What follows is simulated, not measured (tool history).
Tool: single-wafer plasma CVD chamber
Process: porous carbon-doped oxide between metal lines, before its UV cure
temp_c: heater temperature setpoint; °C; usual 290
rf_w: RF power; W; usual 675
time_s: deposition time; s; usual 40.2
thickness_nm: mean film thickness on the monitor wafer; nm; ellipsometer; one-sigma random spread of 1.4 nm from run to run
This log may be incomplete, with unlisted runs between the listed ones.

run    hour  temp_c  rf_w  time_s  wafers since the last listed run  hours since the last thermocouple change  hours since the last RF generator calibration  hours since the showerhead was replaced  hours since the gauge calibration  read-back reference wafer on the same gauge, thickness_nm  thickness_nm
  1       0     290   675    40.2                                 0                                     840.2                                          669.3                                   3603.9                             1451.6                                                    242.794       292.859
  2    36.7     290   675    40.2                               659                                     876.9                                            706                                   3640.6                             1488.3                                                    242.914       290.969
  3   127.6     290   675    42.6                              1633                                     967.8                                          796.9                                   3731.5                             1579.2                                                    243.044       307.441
  4   231.7     290   675    42.6                              1870                                    1071.9                                            901                                   3835.6                             1683.3                                                    243.383       304.727
  5   310.7     300   675    40.2                              1419                                    1150.9                                            980                                   3914.6                             1762.3                                                    242.899       271.115
  6   361.5     300   675    40.2                               912                                    1201.7                                         1030.8                                   3965.4                             1813.1                                                    243.048       273.956
  7   405.5     290   675    40.2                               790                                    1245.7                                         1074.8                                   4009.4                             1857.1                                                    242.986       286.511
  8   484.7     290   675    40.2                              1423                                    1324.9                                           1154                                   4088.6                             1936.3                                                    242.778       287.813
  9   584.2     290   675    40.2                              1787                                    1424.4                                         1253.5                                   4188.1                             2035.8                                                    242.974       288.893
 10   826.3     279   720    40.2                              4349                                    1666.5                                         1495.6                                   4430.2                             2277.9                                                    242.955       319.229
      851.8  -- thermocouple changed; heater temperature recalibrated
      927.5  -- RF generator calibrated
 11   929.1     279   720    40.2                              1559                                      77.3                                            1.6                                     4533                             2380.7                                                    242.758        331.42
 12   999.1     279   675    40.2                              1257                                     147.3                                           71.6                                     4603                             2450.7                                                    243.454       317.414
 13  1081.4     279   675    40.2                              1478                                     229.6                                          153.9                                   4685.3                               2533                                                    243.211       310.838
 14  1155.2     290   675    40.2                              1325                                     303.4                                          227.7                                   4759.1                             2606.8                                                    242.951       294.728
 15    1236     290   675    40.2                              1451                                     384.2                                          308.5                                   4839.9                             2687.6                                                    243.055        294.59
 16    1287     290   675    42.4                               916                                     435.2                                          359.5                                   4890.9                             2738.6                                                    242.989       308.333
 17  1353.7     290   675    42.8                              1198                                     501.9                                          426.2                                   4957.6                             2805.3                                                    243.435       313.166
 18  1391.7     278   765      36                               682                                     539.9                                          464.2                                   4995.6                             2843.3                                                    242.366        312.41
 19  1490.6     290   765      46                              1776                                     638.8                                          563.1                                   5094.5                             2942.2                                                    242.942       370.369
     1523.5  -- gauge calibrated
 20  1548.9     298   675    40.2                              1047                                     697.1                                          621.4                                   5152.8                               25.4                                                      242.6       278.278
 21  1598.1     280   675    40.2                               883                                     746.3                                          670.6                                     5202                               74.6                                                    242.645       309.043
 22  1667.2     290   770    44.7                              1241                                     815.4                                          739.7                                   5271.1                              143.7                                                    243.077       358.334
 23  1768.2     278   715    36.6                              1814                                     916.4                                          840.7                                   5372.1                              244.7                                                    243.154       297.123
 24  1808.3     290   675    42.6                               720                                     956.5                                          880.8                                   5412.2                              284.8                                                    243.156       308.623
     1864.6  -- showerhead replaced
 25    1916     299   675    40.2                              1791                                    1064.2                                          988.5                                     51.4                              392.5                                                    242.597       276.477
 26  1978.2     300   675    33.2                              1117                                    1126.4                                         1050.7                                    113.6                              454.7                                                     242.97       227.542
 27  2026.2     290   765      46                               862                                    1174.4                                         1098.7                                    161.6                              502.7                                                     243.08       361.329
 28  2131.7     300   565    46.5                              1895                                    1279.9                                         1204.2                                    267.1                              608.2                                                    242.773       274.133
 29  2181.2     297   675    40.2                               889                                    1329.4                                         1253.7                                    316.6                              657.7                                                    242.903       278.165
 30  2263.9     279   720    40.2                              1485                                    1412.1                                         1336.4                                    399.3                              740.4                                                    243.142       321.812
 31  2364.6     290   765    40.2                              1809                                    1512.8                                         1437.1                                      500                              841.1                                                    242.609       315.943
 32  2450.2     278   585    35.6                              1538                                    1598.4                                         1522.7                                    585.6                              926.7                                                    243.082       242.394
 33  2525.5     290   675    40.2                              1352                                    1673.7                                           1598                                    660.9                               1002                                                    243.158        284.96
     2546.9  -- RF generator calibrated
 34  2610.7     277   800    40.2                              1387                                    1758.9                                           63.8                                    746.1                             1087.2                                                    243.369       351.926

Entry by entry between the runs, the difference in hidden state between the last listed run before and the first listed run after:
In the gap between runs 10 and 11: thermocouple changed; heater temperature recalibrated (hour 851.8); RF generator calibrated (hour 927.5)
  wafer temperature above the value expected at the setpoint (K): 5.4 -> -0.0695
  difference, measured minus the result without the unlogged condition, thickness_nm: -10.106 -> +0.135 nm
In the gap between runs 19 and 20: gauge calibrated (hour 1523.5)
  wafer temperature above the value expected at the setpoint (K): 1.72 -> 1.9
  difference, measured minus the result without the unlogged condition, thickness_nm: -3.5 -> -2.839 nm
In the gap between runs 24 and 25: showerhead replaced (hour 1864.6)
  wafer temperature above the value expected at the setpoint (K): 2.73 -> 3.07
  difference, measured minus the result without the unlogged condition, thickness_nm: -4.638 -> -4.502 nm
In the gap between runs 33 and 34: RF generator calibrated (hour 2546.9)
  wafer temperature above the value expected at the setpoint (K): 5.01 -> 5.28
  difference, measured minus the result without the unlogged condition, thickness_nm: -7.884 -> -11.009 nm

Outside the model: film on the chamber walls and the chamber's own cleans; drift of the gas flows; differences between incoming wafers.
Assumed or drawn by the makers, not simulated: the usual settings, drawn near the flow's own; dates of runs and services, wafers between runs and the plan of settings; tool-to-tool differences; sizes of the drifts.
